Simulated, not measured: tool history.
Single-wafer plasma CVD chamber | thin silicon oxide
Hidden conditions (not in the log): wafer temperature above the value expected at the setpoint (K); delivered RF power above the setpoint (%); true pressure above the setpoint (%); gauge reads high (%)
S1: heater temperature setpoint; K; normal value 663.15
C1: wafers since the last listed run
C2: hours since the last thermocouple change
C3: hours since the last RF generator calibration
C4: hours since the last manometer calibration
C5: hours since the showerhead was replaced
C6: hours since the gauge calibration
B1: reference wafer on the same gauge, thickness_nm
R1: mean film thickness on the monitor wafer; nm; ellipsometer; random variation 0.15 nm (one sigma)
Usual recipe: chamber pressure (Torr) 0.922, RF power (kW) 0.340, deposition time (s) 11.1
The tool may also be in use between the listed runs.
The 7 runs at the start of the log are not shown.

run 8 hour=293.5 | S1=663.15 chamber_pressure_(Torr)=1.010 RF_power_(kW)=0.340 deposition_time_(s)=11.1 | C1=1234 C2=2167.5 C3=278.6 C4=835.2 C5=6933.0 C6=1470.5 | B1=21.804 | R1=30.096
run 9 hour=361.9 | S1=663.15 chamber_pressure_(Torr)=1.010 RF_power_(kW)=0.340 deposition_time_(s)=11.1 | C1=1972 C2=2235.9 C3=347.0 C4=903.6 C5=7001.4 C6=1538.9 | B1=21.832 | R1=30.173
run 10 hour=407.4 | S1=663.15 chamber_pressure_(Torr)=1.010 RF_power_(kW)=0.340 deposition_time_(s)=11.1 | C1=1312 C2=2281.4 C3=392.5 C4=949.1 C5=7046.9 C6=1584.4 | B1=21.766 | R1=30.292
run 11 hour=456.5 | S1=663.15 chamber_pressure_(Torr)=0.922 RF_power_(kW)=0.340 deposition_time_(s)=11.1 | C1=1415 C2=2330.5 C3=441.6 C4=998.2 C5=7096.0 C6=1633.5 | B1=21.780 | R1=28.163
run 12 hour=513.4 | S1=663.15 chamber_pressure_(Torr)=0.922 RF_power_(kW)=0.340 deposition_time_(s)=11.1 | C1=1640 C2=2387.4 C3=498.5 C4=1055.1 C5=7152.9 C6=1690.4 | B1=21.789 | R1=28.372
run 13 hour=564.6 | S1=663.15 chamber_pressure_(Torr)=0.922 RF_power_(kW)=0.340 deposition_time_(s)=11.1 | C1=1476 C2=2438.6 C3=549.7 C4=1106.3 C5=7204.1 C6=1741.6 | B1=21.769 | R1=28.449
-- hour=612.4 thermocouple changed; heater temperature recalibrated
-- hour=614.2 showerhead replaced
run 14 hour=614.7 | S1=663.15 chamber_pressure_(Torr)=0.922 RF_power_(kW)=0.340 deposition_time_(s)=11.1 | C1=1162 C2=2.3 C3=599.8 C4=1156.4 C5=0.5 C6=1791.7 | B1=21.786 | R1=28.399
run 15 hour=672.6 | S1=663.15 chamber_pressure_(Torr)=0.922 RF_power_(kW)=0.340 deposition_time_(s)=11.1 | C1=1669 C2=60.2 C3=657.7 C4=1214.3 C5=58.4 C6=1849.6 | B1=21.777 | R1=28.397
-- hour=708.4 RF generator calibrated
-- hour=734.6 capacitance manometer re-zeroed and calibrated
run 16 hour=738.8 | S1=663.15 chamber_pressure_(Torr)=0.922 RF_power_(kW)=0.340 deposition_time_(s)=11.1 | C1=1447 C2=126.4 C3=30.4 C4=4.2 C5=124.6 C6=1915.8 | B1=21.814 | R1=26.759
-- hour=751.4 gauge calibrated
run 17 hour=783.3 | S1=663.15 chamber_pressure_(Torr)=0.922 RF_power_(kW)=0.340 deposition_time_(s)=11.1 | C1=1283 C2=170.9 C3=74.9 C4=48.7 C5=169.1 C6=31.9 | B1=21.772 | R1=26.955
run 18 hour=822.5 | S1=663.15 chamber_pressure_(Torr)=0.830 RF_power_(kW)=0.340 deposition_time_(s)=12.2 | C1=1130 C2=210.1 C3=114.1 C4=87.9 C5=208.3 C6=71.1 | B1=21.773 | R1=26.822
run 19 hour=869.2 | S1=663.15 chamber_pressure_(Torr)=0.922 RF_power_(kW)=0.340 deposition_time_(s)=12.9 | C1=1346 C2=256.8 C3=160.8 C4=134.6 C5=255.0 C6=117.8 | B1=21.813 | R1=31.506
run 20 hour=938.8 | S1=663.15 chamber_pressure_(Torr)=0.922 RF_power_(kW)=0.340 deposition_time_(s)=11.1 | C1=2007 C2=326.4 C3=230.4 C4=204.2 C5=324.6 C6=187.4 | B1=21.774 | R1=27.272
run 21 hour=1007.7 | S1=663.15 chamber_pressure_(Torr)=0.922 RF_power_(kW)=0.340 deposition_time_(s)=11.1 | C1=1986 C2=395.3 C3=299.3 C4=273.1 C5=393.5 C6=256.3 | B1=21.803 | R1=27.149
run 22 hour=1041.7 | S1=671.15 chamber_pressure_(Torr)=0.922 RF_power_(kW)=0.340 deposition_time_(s)=11.1 | C1=980 C2=429.3 C3=333.3 C4=307.1 C5=427.5 C6=290.3 | B1=21.764 | R1=27.119
run 23 hour=1186.9 | S1=667.15 chamber_pressure_(Torr)=0.922 RF_power_(kW)=0.285 deposition_time_(s)=9.5 | C1=4187 C2=574.5 C3=478.5 C4=452.3 C5=572.7 C6=435.5 | B1=21.797 | R1=22.515
run 24 hour=1228.1 | S1=663.15 chamber_pressure_(Torr)=0.922 RF_power_(kW)=0.405 deposition_time_(s)=10.4 | C1=1188 C2=615.7 C3=519.7 C4=493.5 C5=613.9 C6=476.7 | B1=21.810 | R1=27.042
run 25 hour=1277.0 | S1=676.15 chamber_pressure_(Torr)=0.922 RF_power_(kW)=0.315 deposition_time_(s)=13.2 | C1=1410 C2=664.6 C3=568.6 C4=542.4 C5=662.8 C6=525.6 | B1=21.793 | R1=31.646
run 26 hour=1346.4 | S1=669.15 chamber_pressure_(Torr)=0.922 RF_power_(kW)=0.340 deposition_time_(s)=11.1 | C1=2001 C2=734.0 C3=638.0 C4=611.8 C5=732.2 C6=595.0 | B1=21.776 | R1=27.710
run 27 hour=1374.4 | S1=657.15 chamber_pressure_(Torr)=1.063 RF_power_(kW)=0.285 deposition_time_(s)=9.2 | C1=807 C2=762.0 C3=666.0 C4=639.8 C5=760.2 C6=623.0 | B1=21.816 | R1=24.651
run 28 hour=1409.2 | S1=655.15 chamber_pressure_(Torr)=0.922 RF_power_(kW)=0.340 deposition_time_(s)=9.5 | C1=1003 C2=796.8 C3=700.8 C4=674.6 C5=795.0 C6=657.8 | B1=21.755 | R1=24.017
run 29 hour=1543.9 | S1=652.15 chamber_pressure_(Torr)=0.737 RF_power_(kW)=0.390 deposition_time_(s)=13.1 | C1=3884 C2=931.5 C3=835.5 C4=809.3 C5=929.7 C6=792.5 | B1=21.863 | R1=27.008
run 30 hour=1569.8 | S1=652.15 chamber_pressure_(Torr)=1.052 RF_power_(kW)=0.340 deposition_time_(s)=11.1 | C1=746 C2=957.4 C3=861.4 C4=835.2 C5=955.6 C6=818.4 | B1=21.783 | R1=31.245

Each row is a separate what-if for the run after 30, all from the same tool condition, not one after another. Results?
run A hour=1570.2 | S1=663.15 chamber_pressure_(Torr)=0.781 RF_power_(kW)=0.340 deposition_time_(s)=11.1 | C1=11 C2=957.8 C3=861.8 C4=835.6 C5=956.0 C6=818.8 | B1=? | R1=?
run B hour=1570.2 | S1=658.15 chamber_pressure_(Torr)=0.922 RF_power_(kW)=0.390 deposition_time_(s)=11.7 | C1=11 C2=957.8 C3=861.8 C4=835.6 C5=956.0 C6=818.8 | B1=? | R1=?
run C hour=1570.2 | S1=669.15 chamber_pressure_(Torr)=0.734 RF_power_(kW)=0.390 deposition_time_(s)=12.7 | C1=11 C2=957.8 C3=861.8 C4=835.6 C5=956.0 C6=818.8 | B1=? | R1=?

run=A B1=21.816 R1=23.493
run=B B1=21.816 R1=30.376
run=C B1=21.816 R1=25.783
The same runs, with their run-to-run variation unchanged, on a tool lacking any hidden condition would have given:
run=A R1=22.647
run=B R1=29.401
run=C R1=24.777
